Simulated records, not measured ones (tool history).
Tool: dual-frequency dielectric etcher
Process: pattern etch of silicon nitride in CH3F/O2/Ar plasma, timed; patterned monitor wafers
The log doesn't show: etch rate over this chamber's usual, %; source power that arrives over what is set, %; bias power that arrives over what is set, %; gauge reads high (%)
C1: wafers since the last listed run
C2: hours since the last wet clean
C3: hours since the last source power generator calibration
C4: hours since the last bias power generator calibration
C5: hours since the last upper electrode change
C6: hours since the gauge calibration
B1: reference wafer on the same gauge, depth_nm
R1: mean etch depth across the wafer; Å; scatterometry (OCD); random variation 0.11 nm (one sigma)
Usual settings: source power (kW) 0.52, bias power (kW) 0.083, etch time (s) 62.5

{"run": 1, "hour": 0.0, "source power (kW)": 0.52, "bias power (kW)": 0.093, "etch time (s)": 62.5, "C1": 0, "C2": 259.2, "C3": 3583.4, "C4": 1487.7, "C5": 3290.6, "C6": 769.7, "B1": 50.2, "R1": 506}
{"run": 2, "hour": 64.7, "source power (kW)": 0.52, "bias power (kW)": 0.083, "etch time (s)": 62.5, "C1": 437, "C2": 323.9, "C3": 3648.1, "C4": 1552.4, "C5": 3355.3, "C6": 834.4, "B1": 50.2, "R1": 483}
{"hour": 111.7, "done": "wet clean of the chamber"}
{"run": 3, "hour": 122.5, "source power (kW)": 0.52, "bias power (kW)": 0.083, "etch time (s)": 62.5, "C1": 228, "C2": 10.8, "C3": 3705.9, "C4": 1610.2, "C5": 3413.1, "C6": 892.2, "B1": 50.1, "R1": 494}
{"run": 4, "hour": 172.3, "source power (kW)": 0.52, "bias power (kW)": 0.083, "etch time (s)": 62.5, "C1": 336, "C2": 60.6, "C3": 3755.7, "C4": 1660, "C5": 3462.9, "C6": 942, "B1": 50.2, "R1": 491}
{"run": 5, "hour": 209.4, "source power (kW)": 0.52, "bias power (kW)": 0.083, "etch time (s)": 62.5, "C1": 250, "C2": 97.7, "C3": 3792.8, "C4": 1697.1, "C5": 3500, "C6": 979.1, "B1": 50.2, "R1": 488}
{"run": 6, "hour": 254.0, "source power (kW)": 0.52, "bias power (kW)": 0.088, "etch time (s)": 72.5, "C1": 301, "C2": 142.3, "C3": 3837.4, "C4": 1741.7, "C5": 3544.6, "C6": 1023.7, "B1": 50.2, "R1": 579}
{"run": 7, "hour": 291.0, "source power (kW)": 0.52, "bias power (kW)": 0.083, "etch time (s)": 75, "C1": 249, "C2": 179.3, "C3": 3874.4, "C4": 1778.7, "C5": 3581.6, "C6": 1060.7, "B1": 50.2, "R1": 583}
{"run": 8, "hour": 332.3, "source power (kW)": 0.52, "bias power (kW)": 0.083, "etch time (s)": 75, "C1": 278, "C2": 220.6, "C3": 3915.7, "C4": 1820, "C5": 3622.9, "C6": 1102, "B1": 50.2, "R1": 581}
{"run": 9, "hour": 381.1, "source power (kW)": 0.52, "bias power (kW)": 0.083, "etch time (s)": 62.5, "C1": 329, "C2": 269.4, "C3": 3964.5, "C4": 1868.8, "C5": 3671.7, "C6": 1150.8, "B1": 50.3, "R1": 484}
{"hour": 393.1, "done": "bias power generator calibrated"}
{"run": 10, "hour": 428.4, "source power (kW)": 0.52, "bias power (kW)": 0.083, "etch time (s)": 62.5, "C1": 292, "C2": 316.7, "C3": 4011.8, "C4": 35.3, "C5": 3719, "C6": 1198.1, "B1": 50.2, "R1": 490}
{"hour": 453.0, "done": "wet clean of the chamber"}
{"run": 11, "hour": 459.5, "source power (kW)": 0.52, "bias power (kW)": 0.083, "etch time (s)": 62.5, "C1": 47, "C2": 6.5, "C3": 4042.9, "C4": 66.4, "C5": 3750.1, "C6": 1229.2, "B1": 50.2, "R1": 505}
{"run": 12, "hour": 490.1, "source power (kW)": 0.52, "bias power (kW)": 0.088, "etch time (s)": 62.5, "C1": 206, "C2": 37.1, "C3": 4073.5, "C4": 97, "C5": 3780.7, "C6": 1259.8, "B1": 50.2, "R1": 519}
{"run": 13, "hour": 536.5, "source power (kW)": 0.52, "bias power (kW)": 0.088, "etch time (s)": 62.5, "C1": 313, "C2": 83.5, "C3": 4119.9, "C4": 143.4, "C5": 3827.1, "C6": 1306.2, "B1": 50.2, "R1": 515}
{"run": 14, "hour": 591.2, "source power (kW)": 0.52, "bias power (kW)": 0.097, "etch time (s)": 47, "C1": 369, "C2": 138.2, "C3": 4174.6, "C4": 198.1, "C5": 3881.8, "C6": 1360.9, "B1": 50.2, "R1": 401}
{"run": 15, "hour": 663.1, "source power (kW)": 0.63, "bias power (kW)": 0.083, "etch time (s)": 78, "C1": 485, "C2": 210.1, "C3": 4246.5, "C4": 270, "C5": 3953.7, "C6": 1432.8, "B1": 50.2, "R1": 669}
{"hour": 713.0, "done": "gauge calibrated"}
{"hour": 795.5, "done": "wet clean of the chamber"}
{"run": 16, "hour": 815.9, "source power (kW)": 0.52, "bias power (kW)": 0.083, "etch time (s)": 62.5, "C1": 870, "C2": 20.4, "C3": 4399.3, "C4": 422.8, "C5": 4106.5, "C6": 102.9, "B1": 50.3, "R1": 501}
{"run": 17, "hour": 862.4, "source power (kW)": 0.52, "bias power (kW)": 0.083, "etch time (s)": 62.5, "C1": 314, "C2": 66.9, "C3": 4445.8, "C4": 469.3, "C5": 4153, "C6": 149.4, "B1": 50.1, "R1": 499}
{"run": 18, "hour": 896.4, "source power (kW)": 0.44, "bias power (kW)": 0.074, "etch time (s)": 50, "C1": 229, "C2": 100.9, "C3": 4479.8, "C4": 503.3, "C5": 4187, "C6": 183.4, "B1": 50.2, "R1": 355}
{"run": 19, "hour": 928.7, "source power (kW)": 0.52, "bias power (kW)": 0.083, "etch time (s)": 62.5, "C1": 218, "C2": 133.2, "C3": 4512.1, "C4": 535.6, "C5": 4219.3, "C6": 215.7, "B1": 50.2, "R1": 496}
{"hour": 953.8, "done": "source power generator calibrated"}
{"run": 20, "hour": 973.1, "source power (kW)": 0.63, "bias power (kW)": 0.083, "etch time (s)": 62.5, "C1": 272, "C2": 177.6, "C3": 19.3, "C4": 580, "C5": 4263.7, "C6": 260.1, "B1": 50.2, "R1": 533}
{"run": 21, "hour": 1042.1, "source power (kW)": 0.48, "bias power (kW)": 0.071, "etch time (s)": 54, "C1": 466, "C2": 246.6, "C3": 88.3, "C4": 649, "C5": 4332.7, "C6": 329.1, "B1": 50.2, "R1": 385}
{"hour": 1083.6, "done": "upper electrode replaced"}
{"run": 22, "hour": 1084.1, "source power (kW)": 0.39, "bias power (kW)": 0.083, "etch time (s)": 62.5, "C1": 121, "C2": 288.6, "C3": 130.3, "C4": 691, "C5": 0.5, "C6": 371.1, "B1": 50.2, "R1": 433}
{"hour": 1139.6, "done": "wet clean of the chamber"}
{"run": 23, "hour": 1140.1, "source power (kW)": 0.52, "bias power (kW)": 0.083, "etch time (s)": 62.5, "C1": 216, "C2": 0.5, "C3": 186.3, "C4": 747, "C5": 56.5, "C6": 427.1, "B1": 50.2, "R1": 500}
{"run": 24, "hour": 1191.5, "source power (kW)": 0.47, "bias power (kW)": 0.103, "etch time (s)": 56, "C1": 347, "C2": 51.9, "C3": 237.7, "C4": 798.4, "C5": 107.9, "C6": 478.5, "B1": 50.2, "R1": 468}
{"run": 25, "hour": 1243.0, "source power (kW)": 0.58, "bias power (kW)": 0.094, "etch time (s)": 45, "C1": 347, "C2": 103.4, "C3": 289.2, "C4": 849.9, "C5": 159.4, "C6": 530, "B1": 50.2, "R1": 392}
{"run": 26, "hour": 1285.7, "source power (kW)": 0.6, "bias power (kW)": 0.062, "etch time (s)": 49.5, "C1": 288, "C2": 146.1, "C3": 331.9, "C4": 892.6, "C5": 202.1, "C6": 572.7, "B1": 50.2, "R1": 370}

Run 27 comes next. What will it give?
{"run": 27, "hour": 1352.2, "source power (kW)": 0.57, "bias power (kW)": 0.101, "etch time (s)": 62.5, "C1": 449, "C2": 212.6, "C3": 398.4, "C4": 959.1, "C5": 268.6, "C6": 639.2, "B1": "?", "R1": "?"}

{"run 27": {"B1": 50.2, "R1": 550}}
Without the tool's hidden state the same run would have given R1 564 Å.

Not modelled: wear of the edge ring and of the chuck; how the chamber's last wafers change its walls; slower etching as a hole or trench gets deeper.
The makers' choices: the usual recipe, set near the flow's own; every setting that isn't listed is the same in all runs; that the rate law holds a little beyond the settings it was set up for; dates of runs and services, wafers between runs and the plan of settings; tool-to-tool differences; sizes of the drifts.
